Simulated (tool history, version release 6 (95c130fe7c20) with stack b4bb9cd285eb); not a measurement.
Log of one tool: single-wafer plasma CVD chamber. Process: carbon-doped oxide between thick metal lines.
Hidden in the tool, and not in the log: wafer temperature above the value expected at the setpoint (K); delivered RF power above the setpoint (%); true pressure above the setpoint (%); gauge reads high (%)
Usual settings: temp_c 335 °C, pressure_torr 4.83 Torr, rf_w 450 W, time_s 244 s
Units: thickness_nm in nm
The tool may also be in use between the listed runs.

run	hour	temp_c	pressure_torr	rf_w	time_s	wafers since the last listed run	hours since the last thermocouple change	hours since the last RF generator calibration	hours since the last manometer calibration	hours since the showerhead was replaced	hours since the gauge calibration	read-back reference wafer on the same gauge, thickness_nm	thickness_nm
1	0.0	335	3.95	380	244	0	1095.2	1374.4	1489.8	7900.5	1418.3	1040.253	872.220
2	50.3	344	5.37	450	244	418	1145.5	1424.7	1540.1	7950.8	1468.6	1040.014	1098.855
# hour 93.0: RF generator calibrated
3	121.0	344	5.37	450	244	521	1216.2	28.0	1610.8	8021.5	1539.3	1040.515	1099.367
# hour 187.9: thermocouple changed; heater temperature recalibrated
4	188.4	344	5.37	450	244	494	0.5	95.4	1678.2	8088.9	1606.7	1039.945	1098.676
5	257.0	335	4.83	450	244	570	69.1	164.0	1746.8	8157.5	1675.3	1039.342	1095.655
6	320.4	335	4.83	450	244	527	132.5	227.4	1810.2	8220.9	1738.7	1040.663	1100.515
7	357.4	335	5.54	450	244	307	169.5	264.4	1847.2	8257.9	1775.7	1040.033	1133.874
8	416.9	335	5.54	450	244	495	229.0	323.9	1906.7	8317.4	1835.2	1040.297	1136.833
9	479.3	327	5.61	540	244	519	291.4	386.3	1969.1	8379.8	1897.6	1039.804	1347.752
10	529.8	322	5.34	480	272	420	341.9	436.8	2019.6	8430.3	1948.1	1040.129	1372.567
11	553.9	335	5.54	450	244	200	366.0	460.9	2043.7	8454.4	1972.2	1039.656	1129.046
# hour 575.6: gauge calibrated
# hour 595.8: showerhead replaced
12	601.9	335	5.89	450	277	332	414.0	508.9	2091.7	6.1	26.3	1039.950	1298.730
13	656.2	345	5.84	450	244	451	468.3	563.2	2146.0	60.4	80.6	1039.863	1112.685
# hour 689.6: capacitance manometer re-zeroed and calibrated
14	723.6	322	3.67	450	197	494	535.7	630.6	34.0	127.8	148.0	1040.816	859.366
15	794.7	335	5.27	450	244	591	606.8	701.7	105.1	198.9	219.1	1039.901	1121.914
16	857.4	335	4.83	450	244	521	669.5	764.4	167.8	261.6	281.8	1040.389	1095.136
17	892.8	335	3.95	380	244	294	704.9	799.8	203.2	297.0	317.2	1040.450	870.179
18	978.7	345	4.35	450	230	714	790.8	885.7	289.1	382.9	403.1	1039.238	979.417
19	1007.2	335	4.83	450	244	237	819.3	914.2	317.6	411.4	431.6	1039.910	1094.310
20	1035.4	335	4.83	450	270	234	847.5	942.4	345.8	439.6	459.8	1040.050	1212.413
21	1065.7	335	4.83	450	277	252	877.8	972.7	376.1	469.9	490.1	1039.265	1247.265
22	1123.1	348	5.77	450	244	477	935.2	1030.1	433.5	527.3	547.5	1039.835	1107.144
23	1181.3	335	4.83	450	244	484	993.4	1088.3	491.7	585.5	605.7	1040.095	1100.251
24	1210.5	322	4.83	450	244	243	1022.6	1117.5	520.9	614.7	634.9	1040.203	1138.679
25	1236.4	323	4.83	375	290	215	1048.5	1143.4	546.8	640.6	660.8	1040.519	1112.020
26	1300.7	335	4.83	450	244	535	1112.8	1207.7	611.1	704.9	725.1	1038.778	1100.831
27	1328.8	335	4.83	450	244	233	1140.9	1235.8	639.2	733.0	753.2	1040.163	1098.133
28	1364.8	348	5.74	450	244	299	1176.9	1271.8	675.2	769.0	789.2	1040.773	1100.415
29	1433.5	335	4.83	450	244	571	1245.6	1340.5	743.9	837.7	857.9	1039.079	1095.769

Hidden state at the last listed run before each entry between runs and at the first one after, where it differs:
Between runs 2 and 3: RF generator calibrated (hour 93.0)
  no hidden state differs between the two runs
Between runs 3 and 4: thermocouple changed; heater temperature recalibrated (hour 187.9)
  no hidden state differs between the two runs
Between runs 11 and 12: gauge calibrated (hour 575.6); showerhead replaced (hour 595.8)
  no hidden state differs between the two runs
Between runs 13 and 14: capacitance manometer re-zeroed and calibrated (hour 689.6)
  no hidden state differs between the two runs
